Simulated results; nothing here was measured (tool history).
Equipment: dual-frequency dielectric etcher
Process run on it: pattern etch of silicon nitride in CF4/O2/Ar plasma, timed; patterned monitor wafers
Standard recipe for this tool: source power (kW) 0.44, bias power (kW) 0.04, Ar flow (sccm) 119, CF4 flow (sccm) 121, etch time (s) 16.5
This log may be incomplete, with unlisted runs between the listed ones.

run	hour	source power (kW)	bias power (kW)	Ar flow (sccm)	CF4 flow (sccm)	etch time (s)	wafers since the last listed run	hours since the last wet clean	hours since the last source power generator calibration	hours since the last bias power generator calibration	hours since the last Ar flow controller change	hours since the last CF4 flow controller change	hours since the last upper electrode change	hours since the gauge calibration	read-back reference wafer on the same gauge, depth_nm	mean etch depth across the wafer (angstrom)
1	0	0.44	0.036	119	121	16.5	0	244.3	2611.6	3735.6	3312.6	4222	2248.7	269.7	31.4	250.7
2	12.4	0.44	0.036	119	121	16.5	164	256.7	2624	3748	3325	4234.4	2261.1	282.1	31.48	250.7
3	38.6	0.44	0.04	119	121	16.5	347	282.9	2650.2	3774.2	3351.2	4260.6	2287.3	308.3	31.53	265
4	55.6	0.44	0.04	119	121	14.5	225	299.9	2667.2	3791.2	3368.2	4277.6	2304.3	325.3	31.55	231.4
5	88.1	0.44	0.04	119	121	14.5	431	332.4	2699.7	3823.7	3400.7	4310.1	2336.8	357.8	31.61	234.1
# hour 106.7: gauge calibrated
6	120.5	0.44	0.04	119	121	16.5	430	364.8	2732.1	3856.1	3433.1	4342.5	2369.2	13.8	31.17	261
7	134.9	0.44	0.04	119	121	16.5	191	379.2	2746.5	3870.5	3447.5	4356.9	2383.6	28.2	31.15	261.6
8	163.9	0.44	0.04	119	121	16.5	384	408.2	2775.5	3899.5	3476.5	4385.9	2412.6	57.2	31.23	262.7
9	185.4	0.44	0.04	119	98	16.5	285	429.7	2797	3921	3498	4407.4	2434.1	78.7	31.2	257.3
10	215.4	0.44	0.036	106	102	16.5	398	459.7	2827	3951	3528	4437.4	2464.1	108.7	31.21	248.3
# hour 250.6: upper electrode replaced
# hour 265.5: wet clean of the chamber
11	266	0.44	0.033	104	121	16.5	155	0.5	2877.6	4001.6	3578.6	4488	15.4	159.3	31.2	241.8
12	266.3	0.35	0.04	138	130	16.5	3	0.8	2877.9	4001.9	3578.9	4488.3	15.7	159.6	31.28	220.7
13	280.8	0.51	0.04	119	121	16.5	192	15.3	2892.4	4016.4	3593.4	4502.8	30.2	174.1	31.31	292.9
# hour 292.8: bias power generator calibrated
14	307.2	0.44	0.046	111	121	16.5	297	41.7	2918.8	14.4	3619.8	4529.2	56.6	200.5	31.27	281.1
# hour 326.3: Ar flow controller replaced
15	329.6	0.5	0.048	119	121	16.5	217	64.1	2941.2	36.8	3.3	4551.6	79	222.9	31.32	315.4
# hour 342.8: source power generator calibrated
# hour 342.9: CF4 flow controller replaced
16	345	0.44	0.04	119	121	16.5	150	79.5	2.2	52.2	18.7	2.1	94.4	238.3	31.36	262.1
17	368.4	0.44	0.04	140	105	20.5	310	102.9	25.6	75.6	42.1	25.5	117.8	261.7	31.42	315.5
18	387.4	0.44	0.04	119	111	16.5	252	121.9	44.6	94.6	61.1	44.5	136.8	280.7	31.39	260.9
19	406.9	0.35	0.04	109	121	18.5	258	141.4	64.1	114.1	80.6	64	156.3	300.2	31.47	252.3
20	434.4	0.44	0.04	135	121	16.5	365	168.9	91.6	141.6	108.1	91.5	183.8	327.7	31.48	260.8
21	458.2	0.36	0.04	104	96	16.5	315	192.7	115.4	165.4	131.9	115.3	207.6	351.5	31.54	225.1
22	470.9	0.44	0.04	119	121	16.5	168	205.4	128.1	178.1	144.6	128	220.3	364.2	31.6	263.3

Here are 3 independent what-if runs from the current tool condition. What would each one return?
A	471.3	0.44	0.04	119	121	16.5	5	205.8	128.5	178.5	145	128.4	220.7	364.6	?	?
B	471.3	0.54	0.04	119	93	16.5	5	205.8	128.5	178.5	145	128.4	220.7	364.6	?	?
C	471.3	0.39	0.04	107	121	12.5	5	205.8	128.5	178.5	145	128.4	220.7	364.6	?	?

run	read-back reference wafer on the same gauge, depth_nm	mean etch depth across the wafer (angstrom)
A	31.54	265.6
B	31.54	301
C	31.54	185.7
With the hidden condition removed and each run's random variation left untouched, the same runs would have given:
run	mean etch depth across the wafer (angstrom)
A	262.5
B	297.4
C	183.5
